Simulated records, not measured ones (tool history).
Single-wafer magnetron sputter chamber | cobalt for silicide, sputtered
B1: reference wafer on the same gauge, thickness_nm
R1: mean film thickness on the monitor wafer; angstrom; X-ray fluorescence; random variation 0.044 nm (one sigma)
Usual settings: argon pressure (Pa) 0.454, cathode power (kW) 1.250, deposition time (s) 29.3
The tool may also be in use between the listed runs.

{"run": 1, "hour": 0.0, "argon pressure (Pa)": 0.525, "cathode power (kW)": 1.25, "deposition time (s)": 29.3, "B1": 16.098, "R1": 174.58}
{"run": 2, "hour": 34.1, "argon pressure (Pa)": 0.525, "cathode power (kW)": 1.25, "deposition time (s)": 29.3, "B1": 16.102, "R1": 173.59}
{"run": 3, "hour": 93.4, "argon pressure (Pa)": 0.398, "cathode power (kW)": 1.25, "deposition time (s)": 29.3, "B1": 16.09, "R1": 180.36}
{"hour": 133.3, "done": "sputter target and shields replaced"}
{"run": 4, "hour": 139.4, "argon pressure (Pa)": 0.454, "cathode power (kW)": 1.25, "deposition time (s)": 29.3, "B1": 16.099, "R1": 179.94}
{"run": 5, "hour": 165.8, "argon pressure (Pa)": 0.454, "cathode power (kW)": 1.25, "deposition time (s)": 29.3, "B1": 16.102, "R1": 180.57}
{"run": 6, "hour": 194.7, "argon pressure (Pa)": 0.454, "cathode power (kW)": 1.25, "deposition time (s)": 29.3, "B1": 16.105, "R1": 180.05}
{"run": 7, "hour": 222.1, "argon pressure (Pa)": 0.563, "cathode power (kW)": 1.25, "deposition time (s)": 29.3, "B1": 16.103, "R1": 173.47}
{"run": 8, "hour": 253.0, "argon pressure (Pa)": 0.563, "cathode power (kW)": 1.25, "deposition time (s)": 29.3, "B1": 16.099, "R1": 173.04}
{"hour": 264.7, "done": "capacitance manometer re-zeroed and calibrated"}
{"run": 9, "hour": 283.3, "argon pressure (Pa)": 0.563, "cathode power (kW)": 1.25, "deposition time (s)": 29.3, "B1": 16.103, "R1": 167.46}
{"run": 10, "hour": 309.2, "argon pressure (Pa)": 0.454, "cathode power (kW)": 1.25, "deposition time (s)": 29.3, "B1": 16.108, "R1": 174.92}
{"hour": 323.4, "done": "magnet pack replaced"}
{"run": 11, "hour": 341.0, "argon pressure (Pa)": 0.454, "cathode power (kW)": 1.25, "deposition time (s)": 29.3, "B1": 16.101, "R1": 174.4}
{"hour": 382.9, "done": "sputter target and shields replaced"}
{"run": 12, "hour": 407.0, "argon pressure (Pa)": 0.32, "cathode power (kW)": 1.45, "deposition time (s)": 25.7, "B1": 16.096, "R1": 189.94}
{"run": 13, "hour": 474.5, "argon pressure (Pa)": 0.394, "cathode power (kW)": 1.35, "deposition time (s)": 33.3, "B1": 16.1, "R1": 222.02}
{"hour": 490.0, "done": "gauge calibrated"}
{"run": 14, "hour": 509.2, "argon pressure (Pa)": 0.454, "cathode power (kW)": 1.45, "deposition time (s)": 29.3, "B1": 16.106, "R1": 204.66}
{"run": 15, "hour": 566.2, "argon pressure (Pa)": 0.352, "cathode power (kW)": 1.45, "deposition time (s)": 33.7, "B1": 16.107, "R1": 243.78}
{"run": 16, "hour": 619.5, "argon pressure (Pa)": 0.579, "cathode power (kW)": 1.5, "deposition time (s)": 24.0, "B1": 16.094, "R1": 161.93}
{"hour": 631.3, "done": "sputter target and shields replaced"}
{"run": 17, "hour": 689.6, "argon pressure (Pa)": 0.454, "cathode power (kW)": 1.15, "deposition time (s)": 33.3, "B1": 16.091, "R1": 184.53}
{"run": 18, "hour": 724.0, "argon pressure (Pa)": 0.454, "cathode power (kW)": 1.25, "deposition time (s)": 29.3, "B1": 16.099, "R1": 176.43}
{"run": 19, "hour": 760.1, "argon pressure (Pa)": 0.454, "cathode power (kW)": 1.25, "deposition time (s)": 26.7, "B1": 16.103, "R1": 160.98}
{"run": 20, "hour": 800.8, "argon pressure (Pa)": 0.322, "cathode power (kW)": 1.25, "deposition time (s)": 29.3, "B1": 16.098, "R1": 184.42}
{"run": 21, "hour": 854.0, "argon pressure (Pa)": 0.454, "cathode power (kW)": 1.25, "deposition time (s)": 29.3, "B1": 16.104, "R1": 174.39}
{"run": 22, "hour": 878.2, "argon pressure (Pa)": 0.454, "cathode power (kW)": 1.25, "deposition time (s)": 31.8, "B1": 16.094, "R1": 188.37}

Forecast each of these 3 alternatives for the next run:
{"run": "A", "hour": 878.6, "argon pressure (Pa)": 0.454, "cathode power (kW)": 1.25, "deposition time (s)": 32.8, "B1": "?", "R1": "?"}
{"run": "B", "hour": 878.6, "argon pressure (Pa)": 0.396, "cathode power (kW)": 1.4, "deposition time (s)": 30.8, "B1": "?", "R1": "?"}
{"run": "C", "hour": 878.6, "argon pressure (Pa)": 0.33, "cathode power (kW)": 1.15, "deposition time (s)": 25.4, "B1": "?", "R1": "?"}

run=A B1=16.102 R1=194.57
run=B B1=16.102 R1=209.53
run=C B1=16.102 R1=145.85
Without the tool's hidden state the same runs would have given:
run=A R1=198.73
run=B R1=214.06
run=C R1=149.04

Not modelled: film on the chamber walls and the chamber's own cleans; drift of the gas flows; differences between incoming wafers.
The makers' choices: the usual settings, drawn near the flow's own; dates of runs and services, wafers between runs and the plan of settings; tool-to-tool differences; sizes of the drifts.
